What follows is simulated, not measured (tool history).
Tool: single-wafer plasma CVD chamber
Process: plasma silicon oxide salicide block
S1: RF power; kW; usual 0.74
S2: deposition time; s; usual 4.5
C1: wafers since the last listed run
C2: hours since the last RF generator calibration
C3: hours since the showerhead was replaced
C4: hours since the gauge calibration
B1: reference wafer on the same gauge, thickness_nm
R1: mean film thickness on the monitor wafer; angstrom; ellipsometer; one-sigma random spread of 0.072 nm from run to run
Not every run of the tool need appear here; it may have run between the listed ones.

{"run": 1, "day": 0.0, "S1": 0.7, "S2": 5.01, "C1": 0, "C2": 1408.2, "C3": 6792.5, "C4": 156.7, "B1": 53.101, "R1": 530.1}
{"run": 2, "day": 0.35, "S1": 0.7, "S2": 5.01, "C1": 382, "C2": 1416.6, "C3": 6800.9, "C4": 165.1, "B1": 53.098, "R1": 529.16}
{"run": 3, "day": 0.746, "S1": 0.7, "S2": 5.01, "C1": 432, "C2": 1426.1, "C3": 6810.4, "C4": 174.6, "B1": 53.103, "R1": 532.02}
{"run": 4, "day": 1.008, "S1": 0.74, "S2": 4.5, "C1": 286, "C2": 1432.4, "C3": 6816.7, "C4": 180.9, "B1": 53.105, "R1": 482.61}
{"run": 5, "day": 1.8, "S1": 0.74, "S2": 4.5, "C1": 864, "C2": 1451.4, "C3": 6835.7, "C4": 199.9, "B1": 53.093, "R1": 482.64}
{"run": 6, "day": 3.788, "S1": 0.78, "S2": 5.17, "C1": 2170, "C2": 1499.1, "C3": 6883.4, "C4": 247.6, "B1": 53.109, "R1": 562.44}
{"run": 7, "day": 4.417, "S1": 0.78, "S2": 5.17, "C1": 687, "C2": 1514.2, "C3": 6898.5, "C4": 262.7, "B1": 53.093, "R1": 560.58}
{"run": 8, "day": 5.142, "S1": 0.78, "S2": 5.17, "C1": 791, "C2": 1531.6, "C3": 6915.9, "C4": 280.1, "B1": 53.099, "R1": 559.55}
{"run": 9, "day": 5.442, "S1": 0.74, "S2": 4.5, "C1": 327, "C2": 1538.8, "C3": 6923.1, "C4": 287.3, "B1": 53.101, "R1": 482.3}
{"run": 10, "day": 5.821, "S1": 0.74, "S2": 4.5, "C1": 414, "C2": 1547.9, "C3": 6932.2, "C4": 296.4, "B1": 53.108, "R1": 482.8}
{"run": 11, "day": 6.433, "S1": 0.74, "S2": 4.5, "C1": 668, "C2": 1562.6, "C3": 6946.9, "C4": 311.1, "B1": 53.094, "R1": 482.31}
{"run": 12, "day": 7.125, "S1": 0.74, "S2": 4.02, "C1": 755, "C2": 1579.2, "C3": 6963.5, "C4": 327.7, "B1": 53.092, "R1": 430.21}
{"run": 13, "day": 7.662, "S1": 0.74, "S2": 4.5, "C1": 586, "C2": 1592.1, "C3": 6976.4, "C4": 340.6, "B1": 53.094, "R1": 482.1}
{"run": 14, "day": 7.971, "S1": 0.74, "S2": 4.5, "C1": 336, "C2": 1599.5, "C3": 6983.8, "C4": 348, "B1": 53.106, "R1": 482.57}
{"day": 8.371, "done": "showerhead replaced"}
{"run": 15, "day": 8.642, "S1": 0.74, "S2": 4.5, "C1": 368, "C2": 1615.6, "C3": 6.5, "C4": 364.1, "B1": 53.097, "R1": 482.95}
{"run": 16, "day": 9.121, "S1": 0.85, "S2": 4.5, "C1": 523, "C2": 1627.1, "C3": 18, "C4": 375.6, "B1": 53.107, "R1": 497.48}
{"day": 9.992, "done": "RF generator calibrated"}
{"run": 17, "day": 10.012, "S1": 0.85, "S2": 4.5, "C1": 609, "C2": 0.5, "C3": 39.4, "C4": 397, "B1": 53.101, "R1": 496.87}
{"run": 18, "day": 10.396, "S1": 0.795, "S2": 4.27, "C1": 418, "C2": 9.7, "C3": 48.6, "C4": 406.2, "B1": 53.087, "R1": 466.1}
{"day": 10.717, "done": "gauge calibrated"}
{"run": 19, "day": 11.021, "S1": 0.655, "S2": 4.11, "C1": 682, "C2": 24.7, "C3": 63.6, "C4": 7.3, "B1": 53.099, "R1": 428.94}
{"run": 20, "day": 11.742, "S1": 0.845, "S2": 4.9, "C1": 787, "C2": 42, "C3": 80.9, "C4": 24.6, "B1": 53.1, "R1": 543.08}
{"run": 21, "day": 12.312, "S1": 0.74, "S2": 4.5, "C1": 623, "C2": 55.7, "C3": 94.6, "C4": 38.3, "B1": 53.099, "R1": 482.9}
{"run": 22, "day": 13.012, "S1": 0.74, "S2": 4.5, "C1": 764, "C2": 72.5, "C3": 111.4, "C4": 55.1, "B1": 53.096, "R1": 482.65}
{"run": 23, "day": 13.333, "S1": 0.74, "S2": 4.5, "C1": 350, "C2": 80.2, "C3": 119.1, "C4": 62.8, "B1": 53.088, "R1": 481.51}
{"run": 24, "day": 13.592, "S1": 0.74, "S2": 5.12, "C1": 282, "C2": 86.4, "C3": 125.3, "C4": 69, "B1": 53.1, "R1": 549.48}
{"run": 25, "day": 13.95, "S1": 0.83, "S2": 3.86, "C1": 391, "C2": 95, "C3": 133.9, "C4": 77.6, "B1": 53.089, "R1": 425.75}
{"run": 26, "day": 14.608, "S1": 0.885, "S2": 3.8, "C1": 718, "C2": 110.8, "C3": 149.7, "C4": 93.4, "B1": 53.111, "R1": 424.24}
{"run": 27, "day": 15.254, "S1": 0.74, "S2": 3.83, "C1": 705, "C2": 126.3, "C3": 165.2, "C4": 108.9, "B1": 53.096, "R1": 410.99}
{"run": 28, "day": 15.612, "S1": 0.67, "S2": 4.83, "C1": 391, "C2": 134.9, "C3": 173.8, "C4": 117.5, "B1": 53.083, "R1": 506.1}
{"run": 29, "day": 16.262, "S1": 0.74, "S2": 4.5, "C1": 709, "C2": 150.5, "C3": 189.4, "C4": 133.1, "B1": 53.099, "R1": 482.62}
{"run": 30, "day": 16.762, "S1": 0.78, "S2": 5.17, "C1": 546, "C2": 162.5, "C3": 201.4, "C4": 145.1, "B1": 53.103, "R1": 561.38}
{"run": 31, "day": 17.021, "S1": 0.74, "S2": 3.94, "C1": 282, "C2": 168.7, "C3": 207.6, "C4": 151.3, "B1": 53.094, "R1": 422.04}
{"run": 32, "day": 17.312, "S1": 0.74, "S2": 4.5, "C1": 318, "C2": 175.7, "C3": 214.6, "C4": 158.3, "B1": 53.113, "R1": 482.19}
{"run": 33, "day": 17.667, "S1": 0.78, "S2": 5.27, "C1": 386, "C2": 184.2, "C3": 223.1, "C4": 166.8, "B1": 53.098, "R1": 570.64}
{"run": 34, "day": 18.154, "S1": 0.8, "S2": 5.06, "C1": 532, "C2": 195.9, "C3": 234.8, "C4": 178.5, "B1": 53.102, "R1": 553.05}

Each row is a separate what-if for the run after 34, all from the same tool condition, not one after another. Results?
{"run": "A", "day": 18.171, "S1": 0.645, "S2": 4.5, "C1": 18, "C2": 196.3, "C3": 235.2, "C4": 178.9, "B1": "?", "R1": "?"}
{"run": "B", "day": 18.171, "S1": 0.865, "S2": 3.72, "C1": 18, "C2": 196.3, "C3": 235.2, "C4": 178.9, "B1": "?", "R1": "?"}
{"run": "C", "day": 18.171, "S1": 0.84, "S2": 5.38, "C1": 18, "C2": 196.3, "C3": 235.2, "C4": 178.9, "B1": "?", "R1": "?"}
{"run": "D", "day": 18.171, "S1": 0.825, "S2": 4.77, "C1": 18, "C2": 196.3, "C3": 235.2, "C4": 178.9, "B1": "?", "R1": "?"}

run=A B1=53.111 R1=467.27
run=B B1=53.111 R1=413.56
run=C B1=53.111 R1=593.92
run=D B1=53.111 R1=524.33
The same runs, with their run-to-run variation unchanged, on a tool lacking any hidden condition would have given:
run=A R1=467.27
run=B R1=413.56
run=C R1=593.92
run=D R1=524.33
